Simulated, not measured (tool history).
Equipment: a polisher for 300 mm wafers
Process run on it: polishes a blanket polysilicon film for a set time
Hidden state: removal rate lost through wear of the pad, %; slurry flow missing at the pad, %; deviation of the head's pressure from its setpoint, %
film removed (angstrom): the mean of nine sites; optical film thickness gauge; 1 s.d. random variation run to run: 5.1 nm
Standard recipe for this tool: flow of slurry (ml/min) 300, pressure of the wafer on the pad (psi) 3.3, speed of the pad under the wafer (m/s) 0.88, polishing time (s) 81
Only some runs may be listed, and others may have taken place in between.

run	hour	flow of slurry (ml/min)	pressure of the wafer on the pad (psi)	speed of the pad under the wafer (m/s)	polishing time (s)	wafers since the last listed run	wafers polished on this pad	hours since the slurry nozzle was cleaned	hours since the head pressure was calibrated	incoming thickness of the incoming film, nm	film removed (angstrom)
1	0.0	300	3.3	0.88	81	0	1811	296.2	505.1	2064.7	7919
2	46.7	300	3.3	0.88	81	436	2247	342.9	551.8	2119.4	7929
3	72.8	335	3.3	0.88	97	243	2490	369.0	577.9	2081.4	9559
4	133.2	335	3.3	0.88	97	564	3055	429.4	638.3	2109.6	9718
5	163.3	300	3.3	0.88	81	281	3336	459.5	668.4	2114.2	7850
6	191.7	300	3.3	0.88	81	265	3601	487.9	696.8	2138.1	7864
7	245.8	300	3.3	0.88	81	505	4106	542.0	750.9	2126.5	7869
# hour 279.7: head pressure recalibrated
# hour 300.3: worn pad replaced by a new one
8	300.8	300	3.3	0.88	81	457	4	597.0	21.1	2096.1	7817
9	332.5	300	3.3	0.88	81	296	300	628.7	52.8	2125.6	7792
10	377.3	300	3.3	0.88	81	418	718	673.5	97.6	2112.7	7814
11	431.4	300	3.3	0.88	81	505	1224	727.6	151.7	2094.1	7703
# hour 476.6: slurry nozzle cleaned
12	499.7	300	3.3	0.88	81	628	1852	23.1	220.0	2097.6	7474
13	538.1	300	3.3	0.88	81	358	2211	61.5	258.4	2112.8	7370
14	586.2	300	2.5	0.88	81	449	2660	109.6	306.5	2068.8	5587
15	634.6	300	2.5	0.88	81	452	3112	158.0	354.9	2101.7	5608
16	704.1	300	3.3	0.88	81	649	3761	227.5	424.4	2142.8	7298
17	761.2	300	3.3	0.88	81	533	4295	284.6	481.5	2117.8	7307
# hour 805.5: worn pad replaced by a new one
18	823.1	300	3.3	0.68	81	540	164	346.5	543.4	2107.3	6111
# hour 831.4: slurry nozzle cleaned, repeated, since the last time left the tool worse
19	864.3	300	4.3	0.88	81	375	540	32.9	584.6	2099.1	10371
20	932.8	300	2.8	0.88	81	639	1179	101.4	653.1	2095.5	6719
21	985.5	200	2.7	0.96	81	492	1672	154.1	705.8	2063.9	6536
22	1015.4	375	2.2	0.88	105	279	1951	184.0	735.7	2116.7	7028
# hour 1055.0: head pressure recalibrated
23	1055.5	240	4.1	0.70	98	355	2307	224.1	0.5	2073.6	9884
24	1111.1	300	3.3	0.88	81	519	2826	279.7	56.1	2120.2	7992
25	1143.5	300	3.3	0.88	81	302	3129	312.1	88.5	2117.2	7888
26	1205.9	300	2.8	0.88	81	582	3712	374.5	150.9	2138.1	6825
# hour 1210.2: worn pad replaced by a new one
27	1230.2	215	4.0	1.08	72	189	186	398.8	175.2	2110.0	9522
28	1280.2	300	3.3	0.88	100	467	653	448.8	225.2	2098.9	9683
29	1348.0	300	2.7	0.88	88	633	1286	516.6	293.0	2103.5	6949
30	1402.6	300	2.9	0.78	66	509	1796	571.2	347.6	2099.8	5152
31	1606.2	300	3.3	0.88	81	1901	3698	774.8	551.2	2064.0	7607
# hour 1613.8: slurry nozzle cleaned
32	1652.1	335	3.3	0.88	97	419	4118	38.3	597.1	2120.1	9561
33	1681.2	300	3.3	0.88	81	271	4389	67.4	626.2	2087.0	7995
34	1706.7	300	3.3	0.88	81	238	4628	92.9	651.7	2083.7	7922
# hour 1734.8: worn pad replaced by a new one
35	1748.2	300	4.1	0.70	81	350	125	134.4	693.2	2086.5	8392
36	1808.8	300	3.3	0.88	63	566	691	195.0	753.8	2100.3	6165
37	1866.2	300	3.3	0.88	54	536	1227	252.4	811.2	2111.4	5288
# hour 1884.9: head pressure recalibrated
38	1925.3	230	3.3	0.76	81	533	1760	311.5	40.4	2119.0	6920

Each row is a separate what-if for the run after 38, all from the same tool condition, not one after another. Results?
A	1925.8	345	3.3	0.88	81	4	1765	312.0	40.9	2095.1	?
B	1925.8	340	4.3	0.80	103	4	1765	312.0	40.9	2095.1	?
C	1925.8	300	4.4	0.88	81	4	1765	312.0	40.9	2095.1	?

run	film removed (angstrom)
A	8050
B	12424
C	10591
The same runs, with their run-to-run variation unchanged, on a tool lacking any hidden condition would have given:
run	film removed (angstrom)
A	8080
B	12472
C	10638

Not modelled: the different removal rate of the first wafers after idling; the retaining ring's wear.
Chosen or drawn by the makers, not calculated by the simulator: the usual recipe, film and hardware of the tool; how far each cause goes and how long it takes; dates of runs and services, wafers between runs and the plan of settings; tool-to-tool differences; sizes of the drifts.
